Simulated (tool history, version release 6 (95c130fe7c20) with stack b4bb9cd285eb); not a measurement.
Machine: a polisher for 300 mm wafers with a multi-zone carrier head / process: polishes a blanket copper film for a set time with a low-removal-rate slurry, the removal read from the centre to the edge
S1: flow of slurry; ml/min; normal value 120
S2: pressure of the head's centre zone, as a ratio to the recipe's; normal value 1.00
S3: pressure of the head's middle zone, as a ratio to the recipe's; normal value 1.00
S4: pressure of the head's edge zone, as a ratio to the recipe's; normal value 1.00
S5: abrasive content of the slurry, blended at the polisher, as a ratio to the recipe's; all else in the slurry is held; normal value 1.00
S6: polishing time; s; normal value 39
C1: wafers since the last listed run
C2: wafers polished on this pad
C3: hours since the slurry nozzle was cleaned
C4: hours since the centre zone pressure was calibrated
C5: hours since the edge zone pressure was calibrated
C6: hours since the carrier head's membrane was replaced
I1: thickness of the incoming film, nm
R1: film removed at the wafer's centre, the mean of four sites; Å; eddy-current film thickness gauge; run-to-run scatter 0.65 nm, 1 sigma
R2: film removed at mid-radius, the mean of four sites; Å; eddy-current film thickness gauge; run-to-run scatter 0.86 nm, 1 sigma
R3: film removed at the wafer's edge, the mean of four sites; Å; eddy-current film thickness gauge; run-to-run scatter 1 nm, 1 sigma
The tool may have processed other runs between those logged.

Run 1, hour 0.0: usual settings but S2 0.91; C1 0; C2 2388; C3 437.7; C4 253.7; C5 1181.6; C6 995.0; I1 1550.2. Result: R1 679 Å, R2 761 Å, R3 790 Å.
Run 2, hour 55.8: usual settings but S1 145 ml/min, S2 1.07, S4 0.88, S6 47 s; C1 618; C2 3006; C3 493.5; C4 309.5; C5 1237.4; C6 1050.8; I1 1563.8. Result: R1 1000 Å, R2 950 Å, R3 917 Å.
Run 3, hour 92.5: usual settings but S1 105 ml/min, S4 0.95; C1 406; C2 3413; C3 530.2; C4 346.2; C5 1274.1; C6 1087.5; I1 1537.3. Result: R1 711 Å, R2 733 Å, R3 729 Å.
Run 4, hour 151.3: usual settings but S3 1.09, S4 1.08; C1 651; C2 4065; C3 589.0; C4 405.0; C5 1332.9; C6 1146.3; I1 1594.7. Result: R1 737 Å, R2 794 Å, R3 802 Å.
At hour 164.8: centre zone pressure recalibrated.
At hour 186.7: edge zone pressure recalibrated.
At hour 189.8: worn pad replaced by a new one.
Run 5, hour 207.7: usual settings but S1 145 ml/min, S2 1.08; C1 546; C2 197; C3 645.4; C4 42.9; C5 21.0; C6 1202.7; I1 1596.1. Result: R1 872 Å, R2 809 Å, R3 816 Å.
Run 6, hour 239.2: usual settings but S5 0.90, S6 51 s; C1 349; C2 547; C3 676.9; C4 74.4; C5 52.5; C6 1234.2; I1 1599.2. Result: R1 973 Å, R2 965 Å, R3 988 Å.
Run 7, hour 300.0: usual settings but S5 1.20; C1 674; C2 1221; C3 737.7; C4 135.2; C5 113.3; C6 1295.0; I1 1549.8. Result: R1 816 Å, R2 815 Å, R3 827 Å.
At hour 305.1: slurry nozzle cleaned.
Run 8, hour 368.8: usual settings; C1 751; C2 1973; C3 63.7; C4 204.0; C5 182.1; C6 1363.8; I1 1542.2. Result: R1 780 Å, R2 792 Å, R3 817 Å.
Run 9, hour 438.8: usual settings; C1 776; C2 2749; C3 133.7; C4 274.0; C5 252.1; C6 1433.8; I1 1560.8. Result: R1 766 Å, R2 776 Å, R3 774 Å.
At hour 455.0: carrier head's membrane replaced by a new one.
Run 10, hour 490.3: usual settings; C1 515; C2 3264; C3 185.2; C4 325.5; C5 303.6; C6 35.3; I1 1555.6. Result: R1 754 Å, R2 752 Å, R3 777 Å.
Run 11, hour 543.3: usual settings but S2 0.91, S3 1.07, S4 1.11, S5 0.85; C1 587; C2 3852; C3 238.2; C4 378.5; C5 356.6; C6 88.3; I1 1575.5. Result: R1 641 Å, R2 730 Å, R3 765 Å.
At hour 572.3: worn pad replaced by a new one.
Run 12, hour 588.9: usual settings but S1 135 ml/min, S2 1.06; C1 461; C2 184; C3 283.8; C4 424.1; C5 402.2; C6 133.9; I1 1595.0. Result: R1 859 Å, R2 810 Å, R3 825 Å.
Run 13, hour 638.7: usual settings but S1 145 ml/min, S3 0.97, S4 0.96, S5 1.15; C1 552; C2 736; C3 333.6; C4 473.9; C5 452.0; C6 183.7; I1 1580.9. Result: R1 846 Å, R2 824 Å, R3 843 Å.
At hour 662.1: centre zone pressure recalibrated.
Run 14, hour 671.7: usual settings; C1 343; C2 1080; C3 366.6; C4 9.6; C5 485.0; C6 216.7; I1 1572.9. Result: R1 782 Å, R2 764 Å, R3 804 Å.
Run 15, hour 723.5: usual settings but S1 145 ml/min, S3 1.05, S4 0.89, S6 35 s; C1 574; C2 1654; C3 418.4; C4 61.4; C5 536.8; C6 268.5; I1 1565.8. Result: R1 727 Å, R2 744 Å, R3 698 Å.
Run 16, hour 754.7: usual settings but S1 105 ml/min, S3 0.95, S6 30 s; C1 345; C2 2000; C3 449.6; C4 92.6; C5 568.0; C6 299.7; I1 1558.4. Result: R1 563 Å, R2 544 Å, R3 588 Å.
Run 17, hour 790.2: usual settings; C1 393; C2 2394; C3 485.1; C4 128.1; C5 603.5; C6 335.2; I1 1595.1. Result: R1 764 Å, R2 755 Å, R3 782 Å.
Run 18, hour 877.5: usual settings but S4 1.09, S6 46 s; C1 968; C2 3362; C3 572.4; C4 215.4; C5 690.8; C6 422.5; I1 1598.3. Result: R1 871 Å, R2 879 Å, R3 959 Å.
Run 19, hour 927.6: usual settings but S2 0.94, S5 0.80, S6 25 s; C1 555; C2 3917; C3 622.5; C4 265.5; C5 740.9; C6 472.6; I1 1554.4. Result: R1 409 Å, R2 437 Å, R3 451 Å.
Run 20, hour 974.8: usual settings; C1 523; C2 4441; C3 669.7; C4 312.7; C5 788.1; C6 519.8; I1 1552.7. Result: R1 724 Å, R2 741 Å, R3 755 Å.
At hour 1003.5: slurry nozzle cleaned.
At hour 1007.8: worn pad replaced by a new one.
Run 21, hour 1032.6: usual settings but S6 35 s; C1 585; C2 275; C3 29.1; C4 370.5; C5 845.9; C6 577.6; I1 1548.5. Result: R1 731 Å, R2 722 Å, R3 735 Å.
Run 22, hour 1061.9: usual settings but S3 1.07, S5 1.25; C1 324; C2 600; C3 58.4; C4 399.8; C5 875.2; C6 606.9; I1 1590.2. Result: R1 867 Å, R2 928 Å, R3 875 Å.

Hidden condition of the tool, last listed run before each entry between runs versus first listed run after:
From run 4 to run 5: centre zone pressure recalibrated (hour 164.8); edge zone pressure recalibrated (hour 186.7); worn pad replaced by a new one (hour 189.8)
  removal rate lost through wear of the pad, %: 6.13 -> 0.767; slurry flow missing at the pad, %: 21.3 -> 21.6
  measured minus no-state result, R1: -89 -> -47 Å; R2: -90 -> -39 Å; R3: -78 -> -30 Å
From run 7 to run 8: slurry nozzle cleaned (hour 305.1)
  removal rate lost through wear of the pad, %: 2.2 -> 3.27; slurry flow missing at the pad, %: 22 -> 6.65
  measured minus no-state result, R1: -64 -> -38 Å; R2: -57 -> -37 Å; R3: -46 -> -35 Å
From run 9 to run 10: carrier head's membrane replaced by a new one (hour 455.0)
  removal rate lost through wear of the pad, %: 4.35 -> 5.15; slurry flow missing at the pad, %: 10.6 -> 12.7
  measured minus no-state result, R1: -53 -> -63 Å; R2: -52 -> -61 Å; R3: -46 -> -56 Å
From run 11 to run 12: worn pad replaced by a new one (hour 572.3)
  removal rate lost through wear of the pad, %: 5.97 -> 0.58; slurry flow missing at the pad, %: 14.5 -> 15.8
  measured minus no-state result, R1: -64 -> -33 Å; R2: -69 -> -28 Å; R3: -65 -> -22 Å
From run 13 to run 14: centre zone pressure recalibrated (hour 662.1)
  removal rate lost through wear of the pad, %: 1.35 -> 1.86; slurry flow missing at the pad, %: 16.9 -> 17.5
  measured minus no-state result, R1: -41 -> -48 Å; R2: -36 -> -42 Å; R3: -30 -> -36 Å
From run 20 to run 21: slurry nozzle cleaned (hour 1003.5); worn pad replaced by a new one (hour 1007.8)
  removal rate lost through wear of the pad, %: 6.57 -> 1.09; slurry flow missing at the pad, %: 20.3 -> 3.04
  measured minus no-state result, R1: -89 -> -12 Å; R2: -85 -> -12 Å; R3: -77 -> -11 Å
